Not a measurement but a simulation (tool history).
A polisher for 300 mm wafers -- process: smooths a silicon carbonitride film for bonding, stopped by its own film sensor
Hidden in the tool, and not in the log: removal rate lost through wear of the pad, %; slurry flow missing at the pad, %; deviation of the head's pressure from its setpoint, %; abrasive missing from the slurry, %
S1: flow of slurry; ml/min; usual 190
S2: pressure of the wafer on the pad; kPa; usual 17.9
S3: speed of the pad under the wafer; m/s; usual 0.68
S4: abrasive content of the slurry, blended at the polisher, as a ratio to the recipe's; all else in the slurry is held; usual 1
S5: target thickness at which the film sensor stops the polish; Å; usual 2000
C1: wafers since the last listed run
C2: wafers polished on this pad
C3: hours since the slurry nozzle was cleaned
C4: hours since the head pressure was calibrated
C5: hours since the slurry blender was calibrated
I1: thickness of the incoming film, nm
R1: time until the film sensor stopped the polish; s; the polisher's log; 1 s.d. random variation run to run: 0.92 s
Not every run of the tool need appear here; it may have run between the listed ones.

Run 1, hour 0: usual settings; C1 0; C2 733; C3 256.2; C4 444.1; C5 137.3; I1 220.3. Result: R1 89.1 s.
Run 2, hour 68.1: usual settings; C1 418; C2 1151; C3 324.3; C4 512.2; C5 205.4; I1 217.8. Result: R1 78 s.
Run 3, hour 138.1: usual settings; C1 430; C2 1581; C3 394.3; C4 582.2; C5 275.4; I1 222.1. Result: R1 99.6 s.
At hour 158.3: worn pad replaced by a new one.
At hour 160.6: slurry blender recalibrated.
Run 4, hour 204.9: usual settings; C1 373; C2 274; C3 461.1; C4 649; C5 44.3; I1 218.2. Result: R1 78.3 s.
Run 5, hour 251: usual settings; C1 283; C2 557; C3 507.2; C4 695.1; C5 90.4; I1 218. Result: R1 78.6 s.
At hour 271.9: head pressure recalibrated.
Run 6, hour 294.7: usual settings; C1 256; C2 813; C3 550.9; C4 22.8; C5 134.1; I1 219.6. Result: R1 85.5 s.
Run 7, hour 324.1: usual settings; C1 180; C2 994; C3 580.3; C4 52.2; C5 163.5; I1 219.9. Result: R1 89.2 s.
Run 8, hour 372.1: usual settings; C1 295; C2 1289; C3 628.3; C4 100.2; C5 211.5; I1 220.3. Result: R1 90.6 s.
At hour 377.9: slurry nozzle cleaned.
At hour 427.9: slurry blender recalibrated.
Run 9, hour 429.2: usual settings; C1 332; C2 1622; C3 51.3; C4 157.3; C5 1.3; I1 219.9. Result: R1 90.7 s.
At hour 447.3: worn pad replaced by a new one.
Run 10, hour 461.4: usual settings but S1 240 ml/min; C1 173; C2 86; C3 83.5; C4 189.5; C5 33.5; I1 221.1. Result: R1 98.2 s.
Run 11, hour 532.6: usual settings; C1 437; C2 524; C3 154.7; C4 260.7; C5 104.7; I1 219.4. Result: R1 94.8 s.
Run 12, hour 604.1: usual settings; C1 439; C2 963; C3 226.2; C4 332.2; C5 176.2; I1 216.7. Result: R1 82 s.
At hour 622.2: worn pad replaced by a new one, repeated, since the last time left the tool worse.
Run 13, hour 633.2: usual settings but S4 1.15; C1 154; C2 67; C3 255.3; C4 361.3; C5 205.3; I1 219.9. Result: R1 79.7 s.
At hour 667.1: slurry blender recalibrated.
Run 14, hour 696.3: usual settings; C1 375; C2 443; C3 318.4; C4 424.4; C5 29.2; I1 218.5. Result: R1 79.4 s.
Run 15, hour 753.8: usual settings; C1 353; C2 796; C3 375.9; C4 481.9; C5 86.7; I1 221.6. Result: R1 93.8 s.
Run 16, hour 810.9: usual settings but S2 11.7 kPa, S5 2020 Å; C1 350; C2 1147; C3 433; C4 539; C5 143.8; I1 223.4. Result: R1 144.4 s.
Run 17, hour 856.7: usual settings but S4 1.2; C1 281; C2 1429; C3 478.8; C4 584.8; C5 189.6; I1 220.1. Result: R1 83.2 s.
At hour 883.5: head pressure recalibrated.
Run 18, hour 907.4: usual settings; C1 299; C2 1728; C3 529.5; C4 23.9; C5 240.3; I1 217.8. Result: R1 80.5 s.
At hour 911.7: worn pad replaced by a new one.
At hour 935.8: slurry blender recalibrated.
Run 19, hour 948.6: usual settings but S1 210 ml/min, S3 0.58 m/s, S4 0.85, S5 1930 Å; C1 216; C2 214; C3 570.7; C4 65.1; C5 12.8; I1 220.4. Result: R1 142.3 s.
At hour 986.5: slurry nozzle cleaned.
Run 20, hour 1011.9: usual settings; C1 382; C2 597; C3 25.4; C4 128.4; C5 76.1; I1 216.6. Result: R1 73 s.
Run 21, hour 1063.7: usual settings but S3 0.5 m/s; C1 318; C2 915; C3 77.2; C4 180.2; C5 127.9; I1 218.3. Result: R1 101.3 s.
Run 22, hour 1088.1: usual settings but S3 0.56 m/s, S5 2060 Å; C1 149; C2 1065; C3 101.6; C4 204.6; C5 152.3; I1 216.5. Result: R1 53 s.
Run 23, hour 1112.4: usual settings but S2 12.4 kPa, S3 0.74 m/s, S5 1950 Å; C1 149; C2 1215; C3 125.9; C4 228.9; C5 176.6; I1 219.5. Result: R1 150.7 s.
At hour 1133.4: worn pad replaced by a new one.
Run 24, hour 1149.2: usual settings but S3 0.58 m/s, S4 1.15; C1 201; C2 97; C3 162.7; C4 265.7; C5 213.4; I1 216.8. Result: R1 76.4 s.
Run 25, hour 1192.3: usual settings but S1 165 ml/min, S2 20.7 kPa, S3 0.9 m/s, S5 2060 Å; C1 264; C2 362; C3 205.8; C4 308.8; C5 256.5; I1 222.2. Result: R1 50.1 s.
At hour 1220.7: slurry blender recalibrated.
Run 26, hour 1223: usual settings but S1 220 ml/min, S2 23.4 kPa, S3 0.86 m/s, S4 0.9; C1 176; C2 538; C3 236.5; C4 339.5; C5 2.3; I1 221.4. Result: R1 62.6 s.
Run 27, hour 1262.7: usual settings but S1 165 ml/min, S3 0.5 m/s, S5 2060 Å; C1 244; C2 782; C3 276.2; C4 379.2; C5 42; I1 219.5. Result: R1 75 s.
Run 28, hour 1297.1: usual settings but S1 215 ml/min, S2 13.1 kPa, S5 2040 Å; C1 211; C2 993; C3 310.6; C4 413.6; C5 76.4; I1 219.2. Result: R1 92.2 s.

What if the next run were any one of these 5? Each begins from the tool's condition after run 28:
Run A, hour 1297.6: usual settings but S1 250 ml/min; C1 3; C2 997; C3 311.1; C4 414.1; C5 76.9; I1 219. Result: R1 ?.
Run B, hour 1297.6: usual settings but S2 13.1 kPa, S3 0.58 m/s, S4 1.1, S5 1940 Å; C1 3; C2 997; C3 311.1; C4 414.1; C5 76.9; I1 219. Result: R1 ?.
Run C, hour 1297.6: usual settings but S3 0.54 m/s, S5 1960 Å; C1 3; C2 997; C3 311.1; C4 414.1; C5 76.9; I1 219. Result: R1 ?.
Run D, hour 1297.6: usual settings but S3 0.76 m/s, S4 0.9, S5 2070 Å; C1 3; C2 997; C3 311.1; C4 414.1; C5 76.9; I1 219. Result: R1 ?.
Run E, hour 1297.6: usual settings but S1 220 ml/min, S3 0.58 m/s, S5 2040 Å; C1 3; C2 997; C3 311.1; C4 414.1; C5 76.9; I1 219. Result: R1 ?.

run     R1
  A   80.3
  B  160.7
  C  119.1
  D   50.9
  E   72.3
Without the tool's hidden state the same runs would have given:
run     R1
  A   78.6
  B  157.3
  C  116.6
  D   49.8
  E   70.8
